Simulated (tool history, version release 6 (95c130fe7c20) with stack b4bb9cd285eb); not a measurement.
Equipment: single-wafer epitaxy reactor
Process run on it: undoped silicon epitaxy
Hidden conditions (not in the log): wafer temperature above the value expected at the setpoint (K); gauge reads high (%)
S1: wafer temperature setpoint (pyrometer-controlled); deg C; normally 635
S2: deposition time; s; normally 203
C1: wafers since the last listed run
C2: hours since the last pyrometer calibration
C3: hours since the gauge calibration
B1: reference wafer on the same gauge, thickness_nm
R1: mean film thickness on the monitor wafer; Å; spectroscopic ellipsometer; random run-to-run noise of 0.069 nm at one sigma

{"run": 1, "day": 0.0, "S1": 635, "S2": 203, "C1": 0, "C2": 1068.1, "C3": 185, "B1": 26.009, "R1": 278.47}
{"run": 2, "day": 12.458, "S1": 635, "S2": 203, "C1": 3142, "C2": 1367.1, "C3": 484, "B1": 26.001, "R1": 278.34}
{"run": 3, "day": 16.183, "S1": 635, "S2": 203, "C1": 939, "C2": 1456.5, "C3": 573.4, "B1": 26.009, "R1": 278.13}
{"run": 4, "day": 26.679, "S1": 635, "S2": 203, "C1": 2647, "C2": 1708.4, "C3": 825.3, "B1": 26.005, "R1": 278.67}
{"run": 5, "day": 30.317, "S1": 635, "S2": 203, "C1": 917, "C2": 1795.7, "C3": 912.6, "B1": 25.988, "R1": 277.32}
{"day": 32.892, "done": "pyrometer calibrated"}
{"run": 6, "day": 33.488, "S1": 635, "S2": 203, "C1": 715, "C2": 14.3, "C3": 988.7, "B1": 25.975, "R1": 276.82}
{"run": 7, "day": 36.692, "S1": 635, "S2": 203, "C1": 808, "C2": 91.2, "C3": 1065.6, "B1": 26.001, "R1": 277.46}
{"run": 8, "day": 39.204, "S1": 635, "S2": 203, "C1": 633, "C2": 151.5, "C3": 1125.9, "B1": 25.997, "R1": 277.17}
{"run": 9, "day": 42.442, "S1": 635, "S2": 203, "C1": 816, "C2": 229.2, "C3": 1203.6, "B1": 25.989, "R1": 277.69}
{"run": 10, "day": 44.996, "S1": 635, "S2": 203, "C1": 644, "C2": 290.5, "C3": 1264.9, "B1": 26.006, "R1": 277.58}
{"day": 47.554, "done": "gauge calibrated"}
{"run": 11, "day": 48.088, "S1": 635, "S2": 203, "C1": 779, "C2": 364.7, "C3": 12.8, "B1": 25.988, "R1": 277.9}
{"run": 12, "day": 50.021, "S1": 635, "S2": 203, "C1": 487, "C2": 411.1, "C3": 59.2, "B1": 26.009, "R1": 278.23}
{"run": 13, "day": 52.221, "S1": 627, "S2": 203, "C1": 555, "C2": 463.9, "C3": 112, "B1": 26.003, "R1": 236.25}
{"run": 14, "day": 58.679, "S1": 624, "S2": 203, "C1": 1629, "C2": 618.9, "C3": 267, "B1": 26.018, "R1": 222.3}
{"run": 15, "day": 62.608, "S1": 629, "S2": 214, "C1": 991, "C2": 713.2, "C3": 361.3, "B1": 26.011, "R1": 259.95}
{"run": 16, "day": 66.158, "S1": 635, "S2": 203, "C1": 895, "C2": 798.4, "C3": 446.5, "B1": 26.012, "R1": 279.19}
{"run": 17, "day": 70.354, "S1": 643, "S2": 216, "C1": 1058, "C2": 899.1, "C3": 547.2, "B1": 26.001, "R1": 346.35}
{"run": 18, "day": 74.325, "S1": 635, "S2": 203, "C1": 1001, "C2": 994.4, "C3": 642.5, "B1": 25.976, "R1": 278.14}
{"run": 19, "day": 78.458, "S1": 628, "S2": 203, "C1": 1042, "C2": 1093.6, "C3": 741.7, "B1": 26.01, "R1": 241.77}
{"run": 20, "day": 80.021, "S1": 635, "S2": 203, "C1": 394, "C2": 1131.1, "C3": 779.2, "B1": 26.013, "R1": 278.59}
{"run": 21, "day": 93.325, "S1": 643, "S2": 203, "C1": 3356, "C2": 1450.4, "C3": 1098.5, "B1": 26.006, "R1": 325.84}
{"day": 96.067, "done": "gauge calibrated"}
{"run": 22, "day": 96.071, "S1": 635, "S2": 223, "C1": 692, "C2": 1516.3, "C3": 0.1, "B1": 26.008, "R1": 305.27}

Forecast each of these 5 alternatives for the next run:
{"run": "A", "day": 96.092, "S1": 635, "S2": 163, "C1": 5, "C2": 1516.8, "C3": 0.6, "B1": "?", "R1": "?"}
{"run": "B", "day": 96.092, "S1": 640, "S2": 173, "C1": 5, "C2": 1516.8, "C3": 0.6, "B1": "?", "R1": "?"}
{"run": "C", "day": 96.092, "S1": 628, "S2": 178, "C1": 5, "C2": 1516.8, "C3": 0.6, "B1": "?", "R1": "?"}
{"run": "D", "day": 96.092, "S1": 628, "S2": 172, "C1": 5, "C2": 1516.8, "C3": 0.6, "B1": "?", "R1": "?"}
{"run": "E", "day": 96.092, "S1": 645, "S2": 229, "C1": 5, "C2": 1516.8, "C3": 0.6, "B1": "?", "R1": "?"}

run=A B1=26.009 R1=222.75
run=B B1=26.009 R1=260.91
run=C B1=26.009 R1=211.55
run=D B1=26.009 R1=204.42
run=E B1=26.009 R1=380.79
Without the tool's hidden state the same runs would have given:
run=A R1=222.75
run=B R1=260.91
run=C R1=211.55
run=D R1=204.42
run=E R1=380.79
